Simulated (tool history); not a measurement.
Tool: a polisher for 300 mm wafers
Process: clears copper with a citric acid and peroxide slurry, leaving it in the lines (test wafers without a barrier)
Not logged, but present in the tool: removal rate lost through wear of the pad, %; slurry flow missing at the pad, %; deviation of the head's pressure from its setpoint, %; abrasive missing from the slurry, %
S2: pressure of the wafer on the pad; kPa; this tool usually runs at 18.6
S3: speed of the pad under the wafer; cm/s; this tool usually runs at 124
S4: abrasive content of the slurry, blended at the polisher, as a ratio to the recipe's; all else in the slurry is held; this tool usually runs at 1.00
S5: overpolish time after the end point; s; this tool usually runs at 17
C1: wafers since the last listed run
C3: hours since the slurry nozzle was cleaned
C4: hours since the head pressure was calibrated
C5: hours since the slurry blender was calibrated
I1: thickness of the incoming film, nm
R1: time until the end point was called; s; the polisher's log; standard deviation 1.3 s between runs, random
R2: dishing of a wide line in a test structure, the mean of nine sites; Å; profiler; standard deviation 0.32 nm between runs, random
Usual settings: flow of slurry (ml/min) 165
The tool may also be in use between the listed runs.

{"run": 1, "hour": 0.0, "flow of slurry (ml/min)": 165, "S2": 20.7, "S3": 124, "S4": 1.0, "S5": 17, "C1": 0, "wafers polished on this pad": 10, "C3": 316.0, "C4": 1075.6, "C5": 141.0, "I1": 266.6, "R1": 98.1, "R2": 304}
{"run": 2, "hour": 13.7, "flow of slurry (ml/min)": 165, "S2": 20.7, "S3": 124, "S4": 1.0, "S5": 17, "C1": 154, "wafers polished on this pad": 164, "C3": 329.7, "C4": 1089.3, "C5": 154.7, "I1": 264.4, "R1": 95.4, "R2": 307}
{"run": 3, "hour": 25.1, "flow of slurry (ml/min)": 165, "S2": 20.7, "S3": 124, "S4": 1.0, "S5": 17, "C1": 128, "wafers polished on this pad": 293, "C3": 341.1, "C4": 1100.7, "C5": 166.1, "I1": 266.7, "R1": 93.3, "R2": 300}
{"run": 4, "hour": 34.1, "flow of slurry (ml/min)": 165, "S2": 18.6, "S3": 124, "S4": 1.0, "S5": 10, "C1": 101, "wafers polished on this pad": 394, "C3": 350.1, "C4": 1109.7, "C5": 175.1, "I1": 259.8, "R1": 104.4, "R2": 167}
{"run": 5, "hour": 49.7, "flow of slurry (ml/min)": 210, "S2": 18.6, "S3": 124, "S4": 1.0, "S5": 17, "C1": 175, "wafers polished on this pad": 570, "C3": 365.7, "C4": 1125.3, "C5": 190.7, "I1": 268.2, "R1": 101.0, "R2": 279}
{"run": 6, "hour": 60.1, "flow of slurry (ml/min)": 165, "S2": 18.6, "S3": 124, "S4": 1.0, "S5": 17, "C1": 117, "wafers polished on this pad": 687, "C3": 376.1, "C4": 1135.7, "C5": 201.1, "I1": 261.9, "R1": 103.8, "R2": 275}
{"hour": 66.7, "done": "slurry blender recalibrated"}
{"run": 7, "hour": 67.4, "flow of slurry (ml/min)": 165, "S2": 18.6, "S3": 124, "S4": 1.0, "S5": 17, "C1": 59, "wafers polished on this pad": 746, "C3": 383.4, "C4": 1143.0, "C5": 0.7, "I1": 262.3, "R1": 105.4, "R2": 274}
{"hour": 81.7, "done": "slurry nozzle cleaned"}
{"run": 8, "hour": 83.8, "flow of slurry (ml/min)": 165, "S2": 18.6, "S3": 124, "S4": 0.7, "S5": 20, "C1": 173, "wafers polished on this pad": 920, "C3": 2.1, "C4": 1159.4, "C5": 17.1, "I1": 268.1, "R1": 114.8, "R2": 297}
{"hour": 97.1, "done": "head pressure recalibrated"}
{"run": 9, "hour": 99.7, "flow of slurry (ml/min)": 165, "S2": 15.2, "S3": 100, "S4": 0.75, "S5": 17, "C1": 156, "wafers polished on this pad": 1076, "C3": 18.0, "C4": 2.6, "C5": 33.0, "I1": 263.3, "R1": 164.9, "R2": 182}
{"hour": 112.4, "done": "worn pad replaced by a new one"}
{"run": 10, "hour": 113.3, "flow of slurry (ml/min)": 165, "S2": 24.1, "S3": 146, "S4": 1.2, "S5": 26, "C1": 108, "wafers polished on this pad": 10, "C3": 31.6, "C4": 16.2, "C5": 46.6, "I1": 264.4, "R1": 66.6, "R2": 606}
{"run": 11, "hour": 123.2, "flow of slurry (ml/min)": 165, "S2": 15.2, "S3": 106, "S4": 1.25, "S5": 17, "C1": 111, "wafers polished on this pad": 121, "C3": 41.5, "C4": 26.1, "C5": 56.5, "I1": 261.1, "R1": 139.0, "R2": 209}
{"run": 12, "hour": 138.7, "flow of slurry (ml/min)": 180, "S2": 18.6, "S3": 124, "S4": 1.0, "S5": 17, "C1": 174, "wafers polished on this pad": 296, "C3": 57.0, "C4": 41.6, "C5": 72.0, "I1": 266.1, "R1": 103.8, "R2": 281}
{"run": 13, "hour": 148.3, "flow of slurry (ml/min)": 165, "S2": 18.6, "S3": 124, "S4": 1.0, "S5": 17, "C1": 108, "wafers polished on this pad": 404, "C3": 66.6, "C4": 51.2, "C5": 81.6, "I1": 269.1, "R1": 107.5, "R2": 276}
{"run": 14, "hour": 163.8, "flow of slurry (ml/min)": 165, "S2": 18.6, "S3": 144, "S4": 1.0, "S5": 17, "C1": 174, "wafers polished on this pad": 578, "C3": 82.1, "C4": 66.7, "C5": 97.1, "I1": 265.0, "R1": 91.2, "R2": 310}

4 ways to go on from here, each from the tool as it stands after run 14. What would each give?
{"run": "A", "hour": 164.3, "flow of slurry (ml/min)": 165, "S2": 18.6, "S3": 124, "S4": 1.25, "S5": 17, "C1": 5, "wafers polished on this pad": 584, "C3": 82.6, "C4": 67.2, "C5": 97.6, "I1": 266.6, "R1": "?", "R2": "?"}
{"run": "B", "hour": 164.3, "flow of slurry (ml/min)": 165, "S2": 18.6, "S3": 136, "S4": 1.0, "S5": 17, "C1": 5, "wafers polished on this pad": 584, "C3": 82.6, "C4": 67.2, "C5": 97.6, "I1": 266.6, "R1": "?", "R2": "?"}
{"run": "C", "hour": 164.3, "flow of slurry (ml/min)": 165, "S2": 13.1, "S3": 84, "S4": 1.0, "S5": 17, "C1": 5, "wafers polished on this pad": 584, "C3": 82.6, "C4": 67.2, "C5": 97.6, "I1": 266.6, "R1": "?", "R2": "?"}
{"run": "D", "hour": 164.3, "flow of slurry (ml/min)": 185, "S2": 18.6, "S3": 124, "S4": 0.8, "S5": 24, "C1": 5, "wafers polished on this pad": 584, "C3": 82.6, "C4": 67.2, "C5": 97.6, "I1": 266.6, "R1": "?", "R2": "?"}

run=A R1=100.8 R2=281
run=B R1=96.1 R2=294
run=C R1=215.6 R2=138
run=D R1=108.0 R2=360
The same runs, with their run-to-run variation unchanged, on a tool lacking any hidden condition would have given:
run=A R1=100.8 R2=281
run=B R1=96.1 R2=294
run=C R1=215.6 R2=138
run=D R1=108.0 R2=360
